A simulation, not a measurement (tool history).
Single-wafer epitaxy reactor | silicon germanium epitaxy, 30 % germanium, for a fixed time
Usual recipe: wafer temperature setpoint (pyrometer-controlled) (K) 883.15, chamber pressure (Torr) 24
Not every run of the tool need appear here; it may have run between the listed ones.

run    hour  wafer temperature setpoint (pyrometer-controlled) (K)  chamber pressure (Torr)  read-back reference wafer on the same gauge, thickness_nm  mean film thickness on the monitor wafer (nm)
  1       0                                                 887.15                     20.3                                                     59.822                                         80.732
  2    86.4                                                 887.15                     20.3                                                     59.766                                         79.758
  3   308.5                                                 887.15                     20.3                                                     59.753                                         81.021
  4   353.6                                                 893.15                     25.9                                                     59.726                                          98.85
  5   441.3                                                 893.15                     25.9                                                     59.844                                         98.213
  6   544.1                                                 891.15                       24                                                     59.819                                         92.959
      586.4  -- showerhead replaced
      587.3  -- gauge calibrated
  7   621.8                                                 891.15                       24                                                     59.819                                          92.75
  8   717.3                                                 891.15                       24                                                     59.852                                         93.613
  9   769.1                                                 883.15                       24                                                      59.75                                         79.919
      813.9  -- pyrometer calibrated
 10   814.4                                                 883.15                     28.6                                                     59.841                                         80.507
 11   880.3                                                 898.15                       24                                                     59.811                                         103.15
      967.1  -- capacitance manometer re-zeroed and calibrated
 12   982.4                                                 874.15                       24                                                     59.826                                         64.159
 13  1038.3                                                 887.15                     20.3                                                     59.784                                         80.001
 14  1107.5                                                 874.15                     19.6                                                     59.802                                         60.395
 15  1177.5                                                 888.15                     20.8                                                     59.819                                         82.395
 16  1407.1                                                 893.15                     25.9                                                     59.775                                         98.836
 17  1595.2                                                 894.15                       24                                                     59.806                                         99.275

Each row is a separate what-if for the run after 17, all from the same tool condition, not one after another. Results?
  A  1595.6                                                 869.15                       24                                                          ?                                              ?
  B  1595.6                                                 895.15                     19.2                                                          ?                                              ?
  C  1595.6                                                 871.15                     19.9                                                          ?                                              ?
  D  1595.6                                                 891.15                     20.9                                                          ?                                              ?

run  read-back reference wafer on the same gauge, thickness_nm  mean film thickness on the monitor wafer (nm)
  A                                                     59.787                                         59.465
  B                                                     59.787                                         93.881
  C                                                     59.787                                         58.463
  D                                                     59.787                                         89.069
With no hidden state in the tool, these same runs would have given:
run  mean film thickness on the monitor wafer (nm)
  A                                         55.576
  B                                         88.126
  C                                         54.658
  D                                         83.556

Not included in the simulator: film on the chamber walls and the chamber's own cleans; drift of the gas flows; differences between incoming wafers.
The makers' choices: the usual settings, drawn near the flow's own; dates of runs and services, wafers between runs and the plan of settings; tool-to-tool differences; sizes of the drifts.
